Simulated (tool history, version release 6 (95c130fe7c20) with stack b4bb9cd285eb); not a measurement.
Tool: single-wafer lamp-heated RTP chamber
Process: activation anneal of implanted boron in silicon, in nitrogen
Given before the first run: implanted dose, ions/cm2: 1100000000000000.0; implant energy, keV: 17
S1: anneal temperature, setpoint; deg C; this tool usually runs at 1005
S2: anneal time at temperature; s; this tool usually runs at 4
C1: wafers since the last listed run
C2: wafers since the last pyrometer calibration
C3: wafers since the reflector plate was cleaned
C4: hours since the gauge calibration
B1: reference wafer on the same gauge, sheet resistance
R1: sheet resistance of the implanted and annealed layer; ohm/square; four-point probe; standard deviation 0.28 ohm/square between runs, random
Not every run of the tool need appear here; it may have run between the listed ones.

run    day    S1  S2   C1    C2    C3     C4     B1      R1
  1  0.000  1005   4    0  5038  6312   30.1  97.87  103.66
  2  0.479  1005   4  284  5323  6597   41.6  97.97  102.67
  3  1.112  1005   4  376  5699  6974   56.8  98.10  102.76
  4  1.762  1005   4  386  6086  7361   72.4  98.09  102.79
     2.271  -- pyrometer window cleaned and pyrometer calibrated
  5  2.292  1005   4  116    12  7477   85.1  97.95  106.08
  6  2.433  1005   4   84    96  7561   88.5  97.97  105.09
  7  2.958  1005   4  312   408  7874  101.1  98.01  105.62
  8  4.058  1005   4  654  1062  8528  127.5  97.96  105.43
     4.692  -- reflector plate cleaned
  9  4.712  1018   4  190  1253    11  143.2  98.00  101.60
     4.958  -- gauge calibrated
 10  5.058   986   3  205  1459   216    2.4  98.03  115.47
 11  5.550  1027   5  292  1751   509   14.2  98.07   99.27
 12  5.892  1005   4  203  1954   712   22.4  98.00  105.67
 13  6.412  1023   6  309  2264  1022   34.9  97.98  100.27
 14  6.742  1005   5  195  2460  1218   42.8  98.05  104.09

Describe how what the log doesn't record of the tool's condition differs between the last listed run preceding each entry between runs and the first listed run following it.
In the gap between runs 4 and 5: pyrometer window cleaned and pyrometer calibrated (day 2.271)
  true wafer temperature minus pyrometer reading, K: 10.4 -> 0.723
  measured result minus the result with no hidden state, R1: -3.14 -> -0.27 ohm/square
In the gap between runs 8 and 9: reflector plate cleaned (day 4.692)
  true wafer temperature minus pyrometer reading, K: 0.986 -> 1.21
  measured result minus the result with no hidden state, R1: -0.35 -> -0.27 ohm/square
In the gap between runs 9 and 10: gauge calibrated (day 4.958)
  true wafer temperature minus pyrometer reading, K: 1.21 -> 1.36
  measured result minus the result with no hidden state, R1: -0.27 -> -0.94 ohm/square
